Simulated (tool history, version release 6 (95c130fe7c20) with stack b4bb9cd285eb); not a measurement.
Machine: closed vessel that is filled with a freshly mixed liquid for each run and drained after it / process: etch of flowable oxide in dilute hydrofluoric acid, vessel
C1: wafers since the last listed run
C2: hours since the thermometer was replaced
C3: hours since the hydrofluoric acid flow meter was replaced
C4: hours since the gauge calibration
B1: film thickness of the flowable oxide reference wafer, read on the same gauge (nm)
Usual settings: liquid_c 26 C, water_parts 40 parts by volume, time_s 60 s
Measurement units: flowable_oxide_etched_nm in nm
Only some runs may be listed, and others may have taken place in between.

Run 1, day 0: usual settings but water_parts 35 parts by volume, time_s 80 s; C1 0; C2 2986.1; C3 1838; C4 117.1; B1 69.98. Result: flowable_oxide_etched_nm 148.76 nm.
Run 2, day 0.658: usual settings; C1 1046; C2 3001.9; C3 1853.8; C4 132.9; B1 70.02. Result: flowable_oxide_etched_nm 96.6 nm.
Run 3, day 1.104: usual settings; C1 708; C2 3012.6; C3 1864.5; C4 143.6; B1 69.98. Result: flowable_oxide_etched_nm 97.11 nm.
Run 4, day 1.483: usual settings; C1 602; C2 3021.7; C3 1873.6; C4 152.7; B1 70.01. Result: flowable_oxide_etched_nm 96.3 nm.
Run 5, day 1.946: usual settings but liquid_c 27.5 C; C1 735; C2 3032.8; C3 1884.7; C4 163.8; B1 69.99. Result: flowable_oxide_etched_nm 103.04 nm.
Run 6, day 2.458: usual settings but liquid_c 27.5 C; C1 814; C2 3045.1; C3 1897; C4 176.1; B1 69.98. Result: flowable_oxide_etched_nm 103.1 nm.
Run 7, day 2.942: usual settings but liquid_c 27.5 C; C1 768; C2 3056.7; C3 1908.6; C4 187.7; B1 69.99. Result: flowable_oxide_etched_nm 103.23 nm.
Run 8, day 3.479: usual settings; C1 854; C2 3069.6; C3 1921.5; C4 200.6; B1 69.97. Result: flowable_oxide_etched_nm 96.56 nm.
Run 9, day 4.038: usual settings but liquid_c 23 C; C1 887; C2 3083; C3 1934.9; C4 214; B1 69.97. Result: flowable_oxide_etched_nm 85.81 nm.
At day 4.583: hydrofluoric acid flow meter replaced.
Run 10, day 4.717: usual settings but water_parts 50 parts by volume; C1 1013; C2 3099.3; C3 3.2; C4 230.3; B1 69.98. Result: flowable_oxide_etched_nm 66.52 nm.
At day 4.775: gauge calibrated.
Run 11, day 6.017: usual settings; C1 2066; C2 3130.5; C3 34.4; C4 29.8; B1 69.99. Result: flowable_oxide_etched_nm 85.32 nm.
At day 6.292: thermometer replaced.
Run 12, day 6.475: usual settings but liquid_c 23.5 C, water_parts 25 parts by volume, time_s 35 s; C1 662; C2 4.4; C3 45.4; C4 40.8; B1 70.01. Result: flowable_oxide_etched_nm 72.84 nm.
Run 13, day 7.146: usual settings but water_parts 20 parts by volume, time_s 80 s; C1 1066; C2 20.5; C3 61.5; C4 56.9; B1 69.99. Result: flowable_oxide_etched_nm 232.3 nm.
Run 14, day 7.425: usual settings but liquid_c 27.5 C; C1 443; C2 27.2; C3 68.2; C4 63.6; B1 69.99. Result: flowable_oxide_etched_nm 90.63 nm.
Run 15, day 9.008: usual settings but liquid_c 28 C; C1 2517; C2 65.2; C3 106.2; C4 101.6; B1 69.98. Result: flowable_oxide_etched_nm 92.49 nm.
Run 16, day 9.742: usual settings but water_parts 35 parts by volume; C1 1165; C2 82.8; C3 123.8; C4 119.2; B1 69.98. Result: flowable_oxide_etched_nm 98.17 nm.
Run 17, day 10.354: usual settings but liquid_c 29.5 C, water_parts 55 parts by volume; C1 973; C2 97.5; C3 138.5; C4 133.9; B1 70. Result: flowable_oxide_etched_nm 70.06 nm.

Forecast each of these 3 alternatives for the next run:
Run A, day 10.383: usual settings but liquid_c 21 C; C1 46; C2 98.2; C3 139.2; C4 134.6; B1 ?. Result: flowable_oxide_etched_nm ?.
Run B, day 10.383: usual settings but liquid_c 27.5 C, water_parts 50 parts by volume, time_s 45 s; C1 46; C2 98.2; C3 139.2; C4 134.6; B1 ?. Result: flowable_oxide_etched_nm ?.
Run C, day 10.383: usual settings but time_s 90 s; C1 46; C2 98.2; C3 139.2; C4 134.6; B1 ?. Result: flowable_oxide_etched_nm ?.

run  B1  flowable_oxide_etched_nm
  A  70                     69.72
  B  70                     53.99
  C  70                     128.8
Without the tool's unlogged condition, the same runs would have read:
run  flowable_oxide_etched_nm
  A                     68.66
  B                     53.14
  C                    126.83

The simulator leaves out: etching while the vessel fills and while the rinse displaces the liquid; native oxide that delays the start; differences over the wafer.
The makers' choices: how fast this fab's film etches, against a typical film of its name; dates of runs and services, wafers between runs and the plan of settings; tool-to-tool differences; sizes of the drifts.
